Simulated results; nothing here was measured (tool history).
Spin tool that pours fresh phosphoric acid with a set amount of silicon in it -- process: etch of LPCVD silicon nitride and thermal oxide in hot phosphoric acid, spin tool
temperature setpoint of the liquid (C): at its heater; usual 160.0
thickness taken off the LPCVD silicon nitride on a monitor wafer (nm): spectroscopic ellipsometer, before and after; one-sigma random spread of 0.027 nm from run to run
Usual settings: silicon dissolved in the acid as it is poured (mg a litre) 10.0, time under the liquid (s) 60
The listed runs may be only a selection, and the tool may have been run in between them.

| run | hour | temperature setpoint of the liquid (C) | silicon dissolved in the acid as it is poured (mg a litre) | time under the liquid (s) | read-back film thickness of the LPCVD silicon nitride reference wafer, read on the same gauge (nm) | thickness taken off the LPCVD silicon nitride on a monitor wafer (nm) |
|---|---|---|---|---|---|---|
| 1 | 0.0 | 158.5 | 10.0 | 60 | 50.01 | 4.18 |
| 2 | 17.4 | 158.5 | 10.0 | 60 | 50.01 | 4.15 |
| 3 | 31.9 | 160.0 | 10.0 | 25 | 49.98 | 2.14 |
| 4 | 49.1 | 158.0 | 13.0 | 90 | 49.98 | 7.10 |
| 5 | 66.4 | 159.0 | 10.0 | 75 | 50.01 | 6.13 |
| 6 | 75.2 | 160.0 | 10.0 | 90 | 50.02 | 7.65 |
| 7 | 84.2 | 160.0 | 10.0 | 60 | 50.00 | 5.09 |
| 8 | 94.4 | 160.0 | 10.0 | 75 | 49.99 | 6.34 |
| 9 | 111.4 | 159.0 | 14.5 | 90 | 50.00 | 7.27 |
| 10 | 126.1 | 157.5 | 4.5 | 60 | 50.00 | 4.57 |
| 11 | 140.6 | 161.0 | 7.0 | 60 | 49.98 | 5.21 |
| 12 | 147.5 | 161.5 | 4.5 | 60 | 50.01 | 5.27 |
| 13 | 164.8 | 160.0 | 10.0 | 35 | 50.00 | 2.91 |
| 14 | 177.7 | 160.0 | 2.5 | 35 | 50.01 | 2.88 |
| 15 | 190.4 | 158.5 | 13.0 | 60 | 49.98 | 4.68 |
| 16 | 203.7 | 161.0 | 16.5 | 60 | 50.00 | 5.14 |
| 17 | 220.0 | 160.0 | 6.0 | 45 | 50.01 | 3.68 |
| 18 | 229.2 | 161.5 | 3.0 | 60 | 50.00 | 5.15 |
| 19 | 241.0 | 158.0 | 10.0 | 60 | 50.00 | 4.58 |
| 20 | 256.1 | 160.0 | 10.0 | 60 | 50.01 | 4.81 |
| 21 | 265.2 | 160.0 | 10.0 | 60 | 50.00 | 4.83 |
| 22 | 281.1 | 163.0 | 10.0 | 85 | 49.99 | 7.58 |

Removed from this log: 2 entries logged between the listed runs. Between which two listed runs does each belong, and how does the tool's hidden state at the listed run before it compare with that at the listed run after it?
Logged between run 2 and run 3: heated supply line repaired (hour 26.6)
  liquid colder than its thermometer reads (K): 0.559 -> 0.606; temperature lost on the way to the wafer (K): 4.14 -> 0.0911
  difference, measured minus the result without the unlogged condition, thickness taken off the LPCVD silicon nitride on a monitor wafer (nm): -0.80 -> -0.05
Logged between run 9 and run 10: gauge calibrated (hour 121.4)
  liquid colder than its thermometer reads (K): 0.863 -> 0.911; temperature lost on the way to the wafer (K): 0.361 -> 0.411
  difference, measured minus the result without the unlogged condition, thickness taken off the LPCVD silicon nitride on a monitor wafer (nm): -0.31 -> -0.21
